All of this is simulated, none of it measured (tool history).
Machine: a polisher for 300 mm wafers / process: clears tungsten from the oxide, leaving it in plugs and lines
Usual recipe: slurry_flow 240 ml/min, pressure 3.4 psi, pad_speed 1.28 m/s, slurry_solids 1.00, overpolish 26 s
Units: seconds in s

run,hour,slurry_flow,pressure,pad_speed,slurry_solids,overpolish,wafers since the last listed run,wafers polished on this pad,hours since the slurry nozzle was cleaned,hours since the head pressure was calibrated,hours since the slurry blender was calibrated,hours since the slurry got fresh peroxide,"incoming thickness of the incoming film, nm",seconds
1,0.0,240,3.4,1.28,1.00,26,0,2556,75.8,363.2,292.6,284.8,615.9,116.1
# hour 7.9: worn pad replaced by a new one
# hour 42.1: slurry tank refilled with fresh slurry and peroxide
2,65.0,240,3.4,1.28,1.00,26,461,431,140.8,428.2,357.6,22.9,606.8,109.7
# hour 69.5: slurry blender recalibrated
3,96.8,240,3.4,1.28,1.00,26,229,661,172.6,460.0,27.3,54.7,614.8,115.0
4,129.0,240,3.4,1.28,1.00,26,247,908,204.8,492.2,59.5,86.9,602.0,111.3
# hour 135.4: head pressure recalibrated
5,174.3,240,3.4,1.28,1.00,26,333,1242,250.1,38.9,104.8,132.2,611.5,110.7
6,208.5,240,3.4,1.28,1.00,26,263,1505,284.3,73.1,139.0,166.4,611.9,113.0
7,240.4,240,4.4,1.28,1.00,26,245,1750,316.2,105.0,170.9,198.3,617.9,87.9
# hour 299.5: slurry nozzle cleaned
8,302.0,290,3.4,1.28,0.80,39,466,2217,2.5,166.6,232.5,259.9,608.2,119.7
9,336.9,275,2.6,1.10,1.20,26,268,2485,37.4,201.5,267.4,294.8,609.3,159.4
10,381.0,240,3.4,1.62,1.00,26,339,2825,81.5,245.6,311.5,338.9,607.4,89.5
# hour 402.5: worn pad replaced by a new one
# hour 422.3: slurry tank refilled with fresh slurry and peroxide
11,444.5,240,3.4,1.28,1.00,35,450,315,145.0,309.1,375.0,22.2,604.4,113.1
12,477.7,240,3.4,1.18,1.00,26,255,570,178.2,342.3,408.2,55.4,610.9,122.5
# hour 481.3: slurry blender recalibrated
13,509.4,240,3.4,1.28,1.00,26,228,799,209.9,374.0,28.1,87.1,607.7,115.2
# hour 528.4: head pressure recalibrated
14,569.0,240,3.4,1.28,1.00,26,443,1242,269.5,40.6,87.7,146.7,606.0,111.9
15,628.1,240,3.4,1.28,1.00,14,454,1697,328.6,99.7,146.8,205.8,618.0,113.0
# hour 661.8: slurry nozzle cleaned
# hour 769.3: worn pad replaced by a new one
16,782.6,240,3.7,1.28,1.00,26,1150,102,120.8,254.2,301.3,360.3,618.6,105.6
# hour 808.9: slurry tank refilled with fresh slurry and peroxide
# hour 817.0: slurry blender recalibrated
17,852.4,240,3.4,1.28,1.00,26,514,616,190.6,324.0,35.4,43.5,613.7,111.9
18,881.8,185,4.6,1.28,0.75,13,226,842,220.0,353.4,64.8,72.9,617.2,96.8
# hour 927.1: head pressure recalibrated
19,927.6,240,3.4,1.52,1.00,26,337,1179,265.8,0.5,110.6,118.7,608.9,92.7
20,953.9,165,3.4,0.86,1.00,36,202,1381,292.1,26.8,136.9,145.0,615.7,176.7
21,982.0,240,3.4,1.48,1.00,26,216,1598,320.2,54.9,165.0,173.1,613.4,99.8
# hour 986.5: slurry nozzle cleaned
22,1034.8,205,4.0,1.28,1.10,26,398,1996,48.3,107.7,217.8,225.9,601.5,93.1
23,1083.0,240,3.4,1.46,1.00,16,370,2367,96.5,155.9,266.0,274.1,606.9,97.7
24,1151.4,240,3.0,1.28,0.90,34,526,2894,164.9,224.3,334.4,342.5,603.3,130.9

Run 25 has not been measured yet. What should we expect?
# hour 1169.9: worn pad replaced by a new one
# hour 1180.9: slurry tank refilled with fresh slurry and peroxide
# hour 1194.1: slurry blender recalibrated
25,1221.6,185,4.6,1.28,0.75,13,486,375,235.1,294.5,27.5,40.7,608.0,?

Run 25 produced seconds 92.8 s.
Take away the tool's hidden state, keep the run-to-run variation as it was, and the same run would have given seconds 92.8 s.
